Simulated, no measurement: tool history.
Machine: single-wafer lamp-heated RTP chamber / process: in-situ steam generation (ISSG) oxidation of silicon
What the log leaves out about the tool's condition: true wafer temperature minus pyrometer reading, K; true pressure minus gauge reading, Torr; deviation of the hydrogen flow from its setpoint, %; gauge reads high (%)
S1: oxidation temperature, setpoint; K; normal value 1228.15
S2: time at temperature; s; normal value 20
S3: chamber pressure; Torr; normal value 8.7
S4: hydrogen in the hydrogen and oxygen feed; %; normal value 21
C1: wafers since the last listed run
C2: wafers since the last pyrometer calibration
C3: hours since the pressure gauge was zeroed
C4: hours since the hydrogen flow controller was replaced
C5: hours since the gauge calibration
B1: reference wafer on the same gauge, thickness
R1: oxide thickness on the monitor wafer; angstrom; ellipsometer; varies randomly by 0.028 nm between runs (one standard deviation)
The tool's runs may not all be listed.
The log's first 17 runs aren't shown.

run	hour	S1	S2	S3	S4	C1	C2	C3	C4	C5	B1	R1
# hour 1252.2: gauge calibrated
18	1261.8	1214.15	15	9.2	27	280	3352	3121.4	5373.8	9.6	4.056	42.84
19	1319.4	1222.15	20	8.7	21	391	3744	3179	5431.4	67.2	4.057	46.71
20	1406.1	1218.15	20	9.6	21	589	4333	3265.7	5518.1	153.9	4.051	45.27
21	1461.8	1213.15	20	8.7	21	378	4712	3321.4	5573.8	209.6	4.047	45.76
# hour 1619.8: hydrogen flow controller replaced
22	1696.3	1238.15	20	8.7	21	1540	6253	3555.9	76.5	444.1	4.052	49.43
# hour 1719.9: pressure gauge zeroed
23	1791.1	1228.15	23	8.7	24	590	6843	71.2	171.3	538.9	4.046	52.18
# hour 1824.3: pyrometer window cleaned and pyrometer calibrated
24	1863.7	1222.15	24	7.4	28	439	267	143.8	243.9	611.5	4.059	54.46
25	1944.5	1234.15	14	10.1	21	549	817	224.6	324.7	692.3	4.048	40.94
26	2013	1242.15	28	8.7	21	465	1283	293.1	393.2	760.8	4.051	57.79
27	2107.9	1217.15	20	9.2	21	645	1928	388	488.1	855.7	4.041	45.91
28	2204.4	1213.15	14	7.8	28	656	2585	484.5	584.6	952.2	4.045	43.01
29	2291.2	1241.15	23	8.7	13	590	3175	571.3	671.4	1039	4.061	47.51
30	2389.4	1235.15	25	8.2	21	667	3843	669.5	769.6	1137.2	4.056	54.45
31	2454.4	1234.15	26	7.8	18	442	4285	734.5	834.6	1202.2	4.052	52.29
32	2529.3	1228.15	20	8.7	21	509	4795	809.4	909.5	1277.1	4.049	47.79

Consider 3 possible next runs. They are alternatives, not a sequence: every one starts from the tool as it was left by run 32. What does each give?
A	2529.7	1228.15	20	8.7	21	2	4797	809.8	909.9	1277.5	?	?
B	2529.7	1245.15	20	8.2	21	2	4797	809.8	909.9	1277.5	?	?
C	2529.7	1211.15	25	8.7	13	2	4797	809.8	909.9	1277.5	?	?

run	B1	R1
A	4.045	47.78
B	4.045	50.66
C	4.045	45.09
Had the tool no hidden state, the same runs would have come out as:
run	R1
A	47.78
B	50.66
C	45.09
